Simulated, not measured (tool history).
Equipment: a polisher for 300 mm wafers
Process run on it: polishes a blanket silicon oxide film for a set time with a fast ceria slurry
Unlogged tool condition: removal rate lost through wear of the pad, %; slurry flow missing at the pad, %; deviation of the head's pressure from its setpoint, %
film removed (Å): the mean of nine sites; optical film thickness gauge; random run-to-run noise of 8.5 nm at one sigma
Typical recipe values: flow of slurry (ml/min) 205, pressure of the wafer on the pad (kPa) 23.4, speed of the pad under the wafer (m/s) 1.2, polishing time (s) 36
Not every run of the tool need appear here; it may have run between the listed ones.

run   hour  flow of slurry (ml/min)  pressure of the wafer on the pad (kPa)  speed of the pad under the wafer (m/s)  polishing time (s)  wafers since the last listed run  wafers polished on this pad  hours since the slurry nozzle was cleaned  hours since the head pressure was calibrated  incoming thickness of the incoming film, nm  film removed (Å)
  1      0                      205                                    23.4                                    1.28                  45                                 0                          123                                        424                                        1145.2                                       2292.9             11718
  2   12.5                      205                                    23.4                                    1.28                  45                               174                          298                                      436.5                                        1157.7                                       2299.9             11921
  3   19.5                      205                                    23.4                                    1.28                  45                                97                          396                                      443.5                                        1164.7                                       2272.4             12139
  4   34.8                      205                                    23.4                                     1.2                  36                               214                          611                                      458.8                                          1180                                       2314.3              9047
  5   51.8                      205                                    23.4                                     1.2                  36                               237                          849                                      475.8                                          1197                                       2326.3              8924
      68.4  -- worn pad replaced by a new one
  6  104.2                      205                                    23.4                                     1.2                  36                               677                          501                                      528.2                                        1249.4                                       2310.4              9029
  7    122                      205                                    23.4                                     1.2                  36                               249                          750                                        546                                        1267.2                                       2282.1              8984
     129.6  -- worn pad replaced by a new one
  8  131.8                      175                                    23.4                                     1.2                  36                                81                           31                                      555.8                                          1277                                       2262.1              8844
  9  148.5                      175                                    23.4                                     1.2                  36                               233                          264                                      572.5                                        1293.7                                       2280.2              8639
 10  165.3                      175                                    23.4                                     1.2                  36                               235                          500                                      589.3                                        1310.5                                         2352              8589
 11  177.8                      205                                    23.4                                    1.08                  41                               174                          675                                      601.8                                          1323                                       2281.7              9385
     194.6  -- worn pad replaced by a new one
 12  195.1                      165                                    28.3                                    0.92                  36                               186                            6                                      619.1                                        1340.3                                       2335.1              7572
 13  199.9                      205                                    23.4                                     1.2                  36                                67                           74                                      623.9                                        1345.1                                       2272.3              9120
 14  213.7                      150                                    28.3                                    1.46                  41                               193                          267                                      637.7                                        1358.9                                       2299.6             13395
 15  231.3                      140                                    23.4                                     1.2                  48                               246                          513                                      655.3                                        1376.5                                       2346.2             11419
 16  242.4                      205                                    23.4                                    0.86                  36                               155                          669                                      666.4                                        1387.6                                       2297.3              6275
     254.9  -- worn pad replaced by a new one
 17    257                      255                                    27.6                                     1.5                  42                               148                           29                                        681                                        1402.2                                         2306             14791
     262.5  -- slurry nozzle cleaned
     263.1  -- head pressure recalibrated
 18  271.8                      205                                    23.4                                     1.2                  36                               185                          214                                        9.3                                           8.7                                       2352.3              8958
 19  284.2                      205                                    20.7                                     1.2                  36                               173                          388                                       21.7                                          21.1                                       2258.4              8296
 20  299.6                      205                                    23.4                                     1.2                  36                               215                          604                                       37.1                                          36.5                                       2291.9              8841
     315.3  -- worn pad replaced by a new one
 21  315.8                      145                                      20                                    0.98                  36                               170                            7                                       53.3                                          52.7                                       2337.2              6417
 22    330                      145                                    28.3                                     1.2                  28                               198                          206                                       67.5                                          66.9                                       2288.2              7435
 23  336.1                      255                                    27.6                                     1.5                  42                                85                          291                                       73.6                                            73                                       2302.5             14552

List, for all runs, the conditions of the tool that the log does not record:
removal rate lost through wear of the pad, %: 0 at every run
slurry flow missing at the pad, %: 0 at every run
deviation of the head's pressure from its setpoint, %: 0 at every run

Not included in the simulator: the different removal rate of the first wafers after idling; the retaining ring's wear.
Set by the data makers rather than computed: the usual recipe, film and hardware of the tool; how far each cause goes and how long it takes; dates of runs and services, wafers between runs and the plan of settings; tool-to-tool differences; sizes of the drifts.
